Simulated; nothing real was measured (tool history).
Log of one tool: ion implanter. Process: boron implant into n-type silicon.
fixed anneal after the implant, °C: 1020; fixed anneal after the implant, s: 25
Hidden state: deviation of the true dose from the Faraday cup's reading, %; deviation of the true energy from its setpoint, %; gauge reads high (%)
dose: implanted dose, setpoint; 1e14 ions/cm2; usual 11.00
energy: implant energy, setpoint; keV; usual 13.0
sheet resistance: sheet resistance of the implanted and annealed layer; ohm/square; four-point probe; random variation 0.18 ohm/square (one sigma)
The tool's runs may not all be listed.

run    hour   dose  energy  wafers since the last listed run  hours since the last dose calibration  hours since the extraction supply was calibrated  hours since the gauge calibration  read-back reference wafer on the same gauge, sheet resistance  sheet resistance
  1     0.0  11.00    13.0                                 0                                  871.0                                             781.0                              328.6                                                         130.04            116.41
  2    34.6  11.00    13.0                               900                                  905.6                                             815.6                              363.2                                                         129.99            116.46
  3    60.1  11.00    13.0                               663                                  931.1                                             841.1                              388.7                                                         130.00            116.52
  4   105.2  11.00    13.0                              1173                                  976.2                                             886.2                              433.8                                                         130.06            116.24
  5   135.0  11.00    13.0                               775                                 1006.0                                             916.0                              463.6                                                         129.94            116.51
  6   185.3  11.00    13.0                              1308                                 1056.3                                             966.3                              513.9                                                         130.00            116.38
  7   229.3  11.00    13.0                              1144                                 1100.3                                            1010.3                              557.9                                                         130.02            116.66
  8   284.8   9.98    13.0                              1444                                 1155.8                                            1065.8                              613.4                                                         129.96            125.43
  9   414.7  11.00    13.0                              3380                                 1285.7                                            1195.7                              743.3                                                         130.03            116.29
 10   470.5  11.00    10.0                              1451                                 1341.5                                            1251.5                              799.1                                                         130.00            123.02
 11   512.9  11.00    13.0                              1103                                 1383.9                                            1293.9                              841.5                                                         129.99            116.48
 12   567.6  11.00    13.0                              1423                                 1438.6                                            1348.6                              896.2                                                         130.01            116.32
 13   596.9  11.00    13.0                               762                                 1467.9                                            1377.9                              925.5                                                         129.99            116.39
 14   626.0  11.00    11.5                               757                                 1497.0                                            1407.0                              954.6                                                         129.99            119.33
 15   650.2  11.00    11.5                               629                                 1521.2                                            1431.2                              978.8                                                         129.98            119.23
 16   691.5  11.00    11.5                              1074                                 1562.5                                            1472.5                             1020.1                                                         129.97            119.33
 17   808.8  11.00    13.0                              3052                                 1679.8                                            1589.8                             1137.4                                                         130.00            116.28
 18   880.8  11.00    13.0                              1873                                 1751.8                                            1661.8                             1209.4                                                         130.00            116.26
 19   916.0   9.99    13.0                               915                                 1787.0                                            1697.0                             1244.6                                                         129.98            125.01
      945.2  -- Faraday cup replaced and dose calibrated
 20  1006.8  12.69    13.0                              2154                                   61.6                                            1787.8                             1335.4                                                         129.99            106.85
     1032.6  -- gauge calibrated
 21  1052.5  11.00    13.0                              1189                                  107.3                                            1833.5                               19.9                                                         129.99            117.78
 22  1119.5  11.00    13.0                              1743                                  174.3                                            1900.5                               86.9                                                         130.01            117.88
 23  1151.2  11.00    13.0                               824                                  206.0                                            1932.2                              118.6                                                         130.04            117.80
 24  1196.4  11.00    13.0                              1176                                  251.2                                            1977.4                              163.8                                                         129.96            117.90
 25  1256.6   9.99    16.5                              1566                                  311.4                                            2037.6                              224.0                                                         130.01            122.76
 26  1298.8  12.66    11.5                              1098                                  353.6                                            2079.8                              266.2                                                         129.95            110.16
 27  1324.0   8.27    10.5                               655                                  378.8                                            2105.0                              291.4                                                         130.02            151.36
 28  1382.6  11.00    13.0                              1524                                  437.4                                            2163.6                              350.0                                                         130.05            117.87
     1444.2  -- extraction supply calibrated
 29  1444.7   8.76     9.5                              1407                                  499.5                                               0.5                              412.1                                                         130.01            146.00
 30  1499.5   9.32     9.5                              1425                                  554.3                                              55.3                              466.9                                                         130.00            138.90
 31  1549.4   8.76     9.5                              1298                                  604.2                                             105.2                              516.8                                                         129.97            145.64
 32  1604.4   9.75    11.0                              1431                                  659.2                                             160.2                              571.8                                                         130.01            131.25
 33  1658.6   8.66    14.5                              1410                                  713.4                                             214.4                              626.0                                                         129.94            139.03
 34  1702.0  11.00    15.0                              1129                                  756.8                                             257.8                              669.4                                                         130.01            113.87
 35  1751.1  11.00    13.0                              1277                                  805.9                                             306.9                              718.5                                                         129.96            116.66

Forecast run 36:
 36  1806.7  8.84    10.0                              1446                                  861.5                                             362.5                              774.1                                                              ?                 ?

{"run 36": {"read-back reference wafer on the same gauge, sheet resistance": 130.01, "sheet resistance": 143.66}}
Without the tool's hidden state the same run would have given sheet resistance 144.05 ohm/square.

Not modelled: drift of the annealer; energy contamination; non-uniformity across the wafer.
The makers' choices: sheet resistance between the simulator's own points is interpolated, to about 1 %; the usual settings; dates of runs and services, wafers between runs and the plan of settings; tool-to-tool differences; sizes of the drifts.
